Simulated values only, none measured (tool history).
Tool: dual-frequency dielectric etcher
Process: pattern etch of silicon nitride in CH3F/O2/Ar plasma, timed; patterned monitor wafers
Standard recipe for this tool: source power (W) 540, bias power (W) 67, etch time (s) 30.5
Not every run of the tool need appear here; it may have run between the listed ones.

run,day,source power (W),bias power (W),etch time (s),wafers since the last listed run,hours since the last wet clean,hours since the last source power generator calibration,hours since the last bias power generator calibration,hours since the last upper electrode change,hours since the gauge calibration,"read-back reference wafer on the same gauge, depth_nm",mean etch depth across the wafer (Å)
1,0.000,540,67,30.5,0,312.0,1756.6,2835.0,1796.0,175.6,22.42,225.1
2,0.700,540,67,30.5,258,328.8,1773.4,2851.8,1812.8,192.4,22.41,225.4
3,1.371,540,67,30.5,248,344.9,1789.5,2867.9,1828.9,208.5,22.40,226.5
4,2.062,540,67,30.5,255,361.5,1806.1,2884.5,1845.5,225.1,22.37,226.0
5,2.629,540,67,30.5,209,375.1,1819.7,2898.1,1859.1,238.7,22.42,225.3
6,3.208,540,67,30.5,214,389.0,1833.6,2912.0,1873.0,252.6,22.38,225.8
# day 3.942: source power generator calibrated
7,3.962,460,63,30.5,217,407.1,0.5,2930.1,1891.1,270.7,22.40,202.5
8,4.400,460,63,30.5,161,417.6,11.0,2940.6,1901.6,281.2,22.42,204.4
9,4.746,490,67,30.5,127,425.9,19.3,2948.9,1909.9,289.5,22.42,216.0
10,5.025,490,67,30.5,103,432.6,26.0,2955.6,1916.6,296.2,22.41,217.5
11,5.654,490,67,30.5,232,447.7,41.1,2970.7,1931.7,311.3,22.40,216.5
12,5.908,540,74,30.5,94,453.8,47.2,2976.8,1937.8,317.4,22.37,235.6
# day 6.375: bias power generator calibrated
# day 6.862: gauge calibrated
# day 7.246: upper electrode replaced
13,7.267,540,81,34.0,118,486.4,79.8,21.4,0.5,9.7,22.38,273.9
14,7.312,460,63,30.5,16,487.5,80.9,22.5,1.6,10.8,22.40,204.9
# day 8.525: wet clean of the chamber
15,8.546,540,67,30.5,86,0.5,110.5,52.1,31.2,40.4,22.38,227.4
16,8.558,540,67,30.5,4,0.8,110.8,52.4,31.5,40.7,22.41,226.7
17,8.879,540,67,30.5,118,8.5,118.5,60.1,39.2,48.4,22.38,226.6
18,9.262,540,60,30.5,141,17.7,127.7,69.3,48.4,57.6,22.42,214.5
19,9.821,540,67,30.5,206,31.1,141.1,82.7,61.8,71.0,22.38,225.1
20,10.483,540,84,30.5,245,47.0,157.0,98.6,77.7,86.9,22.38,251.1
21,11.112,480,76,30.5,232,62.1,172.1,113.7,92.8,102.0,22.39,227.9
22,11.646,540,79,27.0,197,74.9,184.9,126.5,105.6,114.8,22.41,217.1
23,12.208,540,67,33.5,208,88.4,198.4,140.0,119.1,128.3,22.42,248.9

Alternative continuations, all from the tool just after run 23; predict every row:
A,12.225,540,67,30.5,6,88.8,198.8,140.4,119.5,128.7,?,?
B,12.225,540,58,35.0,6,88.8,198.8,140.4,119.5,128.7,?,?
C,12.225,650,81,22.0,6,88.8,198.8,140.4,119.5,128.7,?,?

run,"read-back reference wafer on the same gauge, depth_nm",mean etch depth across the wafer (Å)
A,22.41,226.4
B,22.41,242.7
C,22.41,193.0
The same runs, with their run-to-run variation unchanged, on a tool lacking any hidden condition would have given:
run,mean etch depth across the wafer (Å)
A,226.4
B,242.7
C,193.0
